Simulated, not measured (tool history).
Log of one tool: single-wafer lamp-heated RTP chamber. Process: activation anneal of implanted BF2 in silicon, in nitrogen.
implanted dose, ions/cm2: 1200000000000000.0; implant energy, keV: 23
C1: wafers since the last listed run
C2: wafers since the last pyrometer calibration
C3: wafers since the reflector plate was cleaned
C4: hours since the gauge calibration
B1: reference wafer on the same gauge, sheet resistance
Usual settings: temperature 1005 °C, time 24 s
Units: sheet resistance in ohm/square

{"run": 1, "hour": 0.0, "temperature": 1005, "time": 21, "C1": 0, "C2": 6093, "C3": 124, "C4": 86.5, "B1": 189.03, "sheet resistance": 176.09}
{"run": 2, "hour": 31.0, "temperature": 1005, "time": 21, "C1": 419, "C2": 6512, "C3": 544, "C4": 117.5, "B1": 189.09, "sheet resistance": 175.82}
{"run": 3, "hour": 48.1, "temperature": 1005, "time": 14, "C1": 231, "C2": 6744, "C3": 775, "C4": 134.6, "B1": 189.04, "sheet resistance": 186.39}
{"hour": 57.3, "done": "pyrometer window cleaned and pyrometer calibrated"}
{"run": 4, "hour": 63.8, "temperature": 1005, "time": 24, "C1": 104, "C2": 88, "C3": 879, "C4": 150.3, "B1": 189.02, "sheet resistance": 177.07}
{"run": 5, "hour": 99.6, "temperature": 1005, "time": 24, "C1": 484, "C2": 573, "C3": 1364, "C4": 186.1, "B1": 189.03, "sheet resistance": 176.66}
{"run": 6, "hour": 116.6, "temperature": 1005, "time": 35, "C1": 230, "C2": 803, "C3": 1594, "C4": 203.1, "B1": 189.09, "sheet resistance": 166.36}
{"run": 7, "hour": 145.9, "temperature": 1005, "time": 24, "C1": 396, "C2": 1200, "C3": 1991, "C4": 232.4, "B1": 189.04, "sheet resistance": 177.46}
{"run": 8, "hour": 174.6, "temperature": 1005, "time": 24, "C1": 388, "C2": 1588, "C3": 2380, "C4": 261.1, "B1": 188.94, "sheet resistance": 177.49}
{"run": 9, "hour": 193.2, "temperature": 1005, "time": 24, "C1": 251, "C2": 1840, "C3": 2632, "C4": 279.7, "B1": 188.94, "sheet resistance": 176.38}
{"run": 10, "hour": 206.6, "temperature": 1005, "time": 24, "C1": 181, "C2": 2022, "C3": 2813, "C4": 293.1, "B1": 189.13, "sheet resistance": 176.96}
{"run": 11, "hour": 224.8, "temperature": 1005, "time": 28, "C1": 246, "C2": 2268, "C3": 3059, "C4": 311.3, "B1": 189, "sheet resistance": 172.07}
{"hour": 237.2, "done": "reflector plate cleaned"}
{"run": 12, "hour": 258.3, "temperature": 1026, "time": 19, "C1": 345, "C2": 2613, "C3": 285, "C4": 344.8, "B1": 189.04, "sheet resistance": 160.21}
{"run": 13, "hour": 283.3, "temperature": 1026, "time": 19, "C1": 338, "C2": 2952, "C3": 623, "C4": 369.8, "B1": 189.04, "sheet resistance": 159.67}
{"run": 14, "hour": 299.7, "temperature": 1005, "time": 15, "C1": 222, "C2": 3174, "C3": 845, "C4": 386.2, "B1": 189.06, "sheet resistance": 187.9}
{"run": 15, "hour": 327.4, "temperature": 1005, "time": 15, "C1": 375, "C2": 3549, "C3": 1220, "C4": 413.9, "B1": 189, "sheet resistance": 188.34}
{"run": 16, "hour": 353.9, "temperature": 1005, "time": 24, "C1": 358, "C2": 3908, "C3": 1579, "C4": 440.4, "B1": 189, "sheet resistance": 175.2}
{"run": 17, "hour": 391.0, "temperature": 1005, "time": 24, "C1": 502, "C2": 4410, "C3": 2082, "C4": 477.5, "B1": 188.94, "sheet resistance": 174.44}
{"run": 18, "hour": 420.0, "temperature": 1030, "time": 24, "C1": 392, "C2": 4803, "C3": 2474, "C4": 506.5, "B1": 189.05, "sheet resistance": 150.27}
{"hour": 449.3, "done": "reflector plate cleaned"}
{"run": 19, "hour": 449.8, "temperature": 986, "time": 29, "C1": 295, "C2": 5098, "C3": 6, "C4": 536.3, "B1": 189.02, "sheet resistance": 195.95}
{"run": 20, "hour": 468.6, "temperature": 1024, "time": 30, "C1": 254, "C2": 5353, "C3": 261, "C4": 555.1, "B1": 188.99, "sheet resistance": 149.79}
{"run": 21, "hour": 489.2, "temperature": 1025, "time": 24, "C1": 278, "C2": 5632, "C3": 540, "C4": 575.7, "B1": 189.17, "sheet resistance": 152.92}
{"run": 22, "hour": 510.0, "temperature": 1005, "time": 24, "C1": 281, "C2": 5913, "C3": 821, "C4": 596.5, "B1": 188.96, "sheet resistance": 173.17}
{"run": 23, "hour": 522.2, "temperature": 1015, "time": 33, "C1": 165, "C2": 6079, "C3": 987, "C4": 608.7, "B1": 188.85, "sheet resistance": 154.68}
{"hour": 537.6, "done": "gauge calibrated"}
{"run": 24, "hour": 549.0, "temperature": 1025, "time": 20, "C1": 362, "C2": 6441, "C3": 1350, "C4": 11.4, "B1": 189.06, "sheet resistance": 157.12}
{"run": 25, "hour": 568.1, "temperature": 979, "time": 18, "C1": 258, "C2": 6700, "C3": 1608, "C4": 30.5, "B1": 188.99, "sheet resistance": 216.99}
{"run": 26, "hour": 589.5, "temperature": 983, "time": 24, "C1": 289, "C2": 6990, "C3": 1898, "C4": 51.9, "B1": 189.01, "sheet resistance": 202.02}
{"run": 27, "hour": 617.1, "temperature": 994, "time": 28, "C1": 373, "C2": 7364, "C3": 2272, "C4": 79.5, "B1": 188.96, "sheet resistance": 180.88}
{"run": 28, "hour": 639.9, "temperature": 982, "time": 14, "C1": 308, "C2": 7672, "C3": 2580, "C4": 102.3, "B1": 188.94, "sheet resistance": 216.37}
{"hour": 649.1, "done": "pyrometer window cleaned and pyrometer calibrated"}
{"run": 29, "hour": 672.7, "temperature": 1023, "time": 24, "C1": 335, "C2": 318, "C3": 2916, "C4": 135.1, "B1": 188.93, "sheet resistance": 157.8}
{"run": 30, "hour": 687.1, "temperature": 1034, "time": 37, "C1": 194, "C2": 513, "C3": 3111, "C4": 149.5, "B1": 189.07, "sheet resistance": 140.02}
{"hour": 707.9, "done": "reflector plate cleaned"}
{"run": 31, "hour": 708.4, "temperature": 1031, "time": 24, "C1": 180, "C2": 694, "C3": 7, "C4": 170.8, "B1": 189.02, "sheet resistance": 150.87}
{"run": 32, "hour": 718.2, "temperature": 1005, "time": 37, "C1": 132, "C2": 826, "C3": 139, "C4": 180.6, "B1": 188.91, "sheet resistance": 165.21}
{"run": 33, "hour": 730.4, "temperature": 995, "time": 36, "C1": 165, "C2": 991, "C3": 305, "C4": 192.8, "B1": 188.98, "sheet resistance": 179.47}
{"run": 34, "hour": 751.8, "temperature": 1023, "time": 24, "C1": 289, "C2": 1281, "C3": 594, "C4": 214.2, "B1": 188.92, "sheet resistance": 157.63}
{"run": 35, "hour": 780.5, "temperature": 1005, "time": 24, "C1": 388, "C2": 1670, "C3": 983, "C4": 242.9, "B1": 188.88, "sheet resistance": 176.95}
{"run": 36, "hour": 814.1, "temperature": 985, "time": 32, "C1": 454, "C2": 2125, "C3": 1438, "C4": 276.5, "B1": 189.03, "sheet resistance": 196.89}
{"run": 37, "hour": 837.5, "temperature": 979, "time": 18, "C1": 316, "C2": 2442, "C3": 1755, "C4": 299.9, "B1": 189.02, "sheet resistance": 223.7}
{"run": 38, "hour": 853.8, "temperature": 1016, "time": 32, "C1": 220, "C2": 2662, "C3": 1975, "C4": 316.2, "B1": 189.06, "sheet resistance": 156.71}

3 ways to go on from here, each from the tool as it stands after run 38. What would each give?
{"run": "A", "hour": 854.2, "temperature": 1005, "time": 11, "C1": 5, "C2": 2668, "C3": 1981, "C4": 316.6, "B1": "?", "sheet resistance": "?"}
{"run": "B", "hour": 854.2, "temperature": 1025, "time": 30, "C1": 5, "C2": 2668, "C3": 1981, "C4": 316.6, "B1": "?", "sheet resistance": "?"}
{"run": "C", "hour": 854.2, "temperature": 1030, "time": 20, "C1": 5, "C2": 2668, "C3": 1981, "C4": 316.6, "B1": "?", "sheet resistance": "?"}

run=A B1=189 sheet_resistance=196.11
run=B B1=189 sheet_resistance=149.94
run=C B1=189 sheet_resistance=154.88
Without the tool's hidden state the same runs would have given:
run=A sheet_resistance=196.94
run=B sheet_resistance=150.45
run=C sheet_resistance=155.4
